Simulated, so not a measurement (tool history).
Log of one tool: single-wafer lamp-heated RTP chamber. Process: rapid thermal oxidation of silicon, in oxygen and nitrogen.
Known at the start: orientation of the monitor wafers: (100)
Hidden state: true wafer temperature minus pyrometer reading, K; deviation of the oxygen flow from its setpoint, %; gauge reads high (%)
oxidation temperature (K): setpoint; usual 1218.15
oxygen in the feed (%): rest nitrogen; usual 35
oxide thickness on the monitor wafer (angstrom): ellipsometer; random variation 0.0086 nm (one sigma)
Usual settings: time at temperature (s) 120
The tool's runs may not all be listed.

run	day	oxidation temperature (K)	time at temperature (s)	oxygen in the feed (%)	wafers since the last listed run	wafers since the last pyrometer calibration	hours since the oxygen flow controller was replaced	hours since the gauge calibration	read-back reference wafer on the same gauge, thickness	oxide thickness on the monitor wafer (angstrom)
1	0	1218.15	120	35	0	3998	4329.9	122.4	3.469	37.96
2	0.304	1218.15	120	35	58	4057	4337.2	129.7	3.471	37.87
3	0.642	1218.15	120	35	65	4122	4345.3	137.8	3.471	37.83
4	1.321	1218.15	144	35	131	4254	4361.6	154.1	3.468	40.72
5	1.921	1218.15	144	35	116	4370	4376	168.5	3.47	40.63
6	2.458	1218.15	120	35	104	4475	4388.9	181.4	3.469	38.04
7	3.088	1218.15	120	35	121	4597	4404	196.5	3.471	37.95
# day 3.358: gauge calibrated
8	3.412	1202.15	120	17	63	4660	4411.8	1.3	3.473	29.7
9	3.662	1202.15	120	17	48	4708	4417.8	7.3	3.469	29.77
10	3.958	1218.15	95	35	57	4765	4424.9	14.4	3.47	34.85
# day 4.617: pyrometer window cleaned and pyrometer calibrated
11	4.638	1230.15	86	35	67	3	4441.2	30.7	3.471	36.2
12	4.738	1200.15	120	35	19	23	4443.6	33.1	3.47	34.11
# day 5.508: oxygen flow controller replaced
13	5.529	1218.15	120	35	88	112	0.5	52.1	3.469	37.82
14	5.692	1230.15	158	57	31	143	4.4	56	3.47	53.75
15	6.258	1218.15	67	35	109	253	18	69.6	3.467	31.1
16	8.258	1230.15	89	44	387	641	66	117.6	3.468	39.01
17	8.908	1218.15	120	17	126	767	81.6	133.2	3.469	31.78
18	9.367	1235.15	120	53	88	856	92.6	144.2	3.47	48.17

5 ways to go on from here, each from the tool as it stands after run 18. What would each give?
A	9.388	1218.15	120	35	4	860	93.1	144.7	?	?
B	9.388	1218.15	148	52	4	860	93.1	144.7	?	?
C	9.388	1218.15	86	35	4	860	93.1	144.7	?	?
D	9.388	1218.15	99	23	4	860	93.1	144.7	?	?
E	9.388	1192.15	120	55	4	860	93.1	144.7	?	?

run	read-back reference wafer on the same gauge, thickness	oxide thickness on the monitor wafer (angstrom)
A	3.471	37.97
B	3.471	46.43
C	3.471	33.72
D	3.471	32.06
E	3.471	36.33
Without the tool's hidden state the same runs would have given:
run	oxide thickness on the monitor wafer (angstrom)
A	37.97
B	46.43
C	33.72
D	32.06
E	36.33
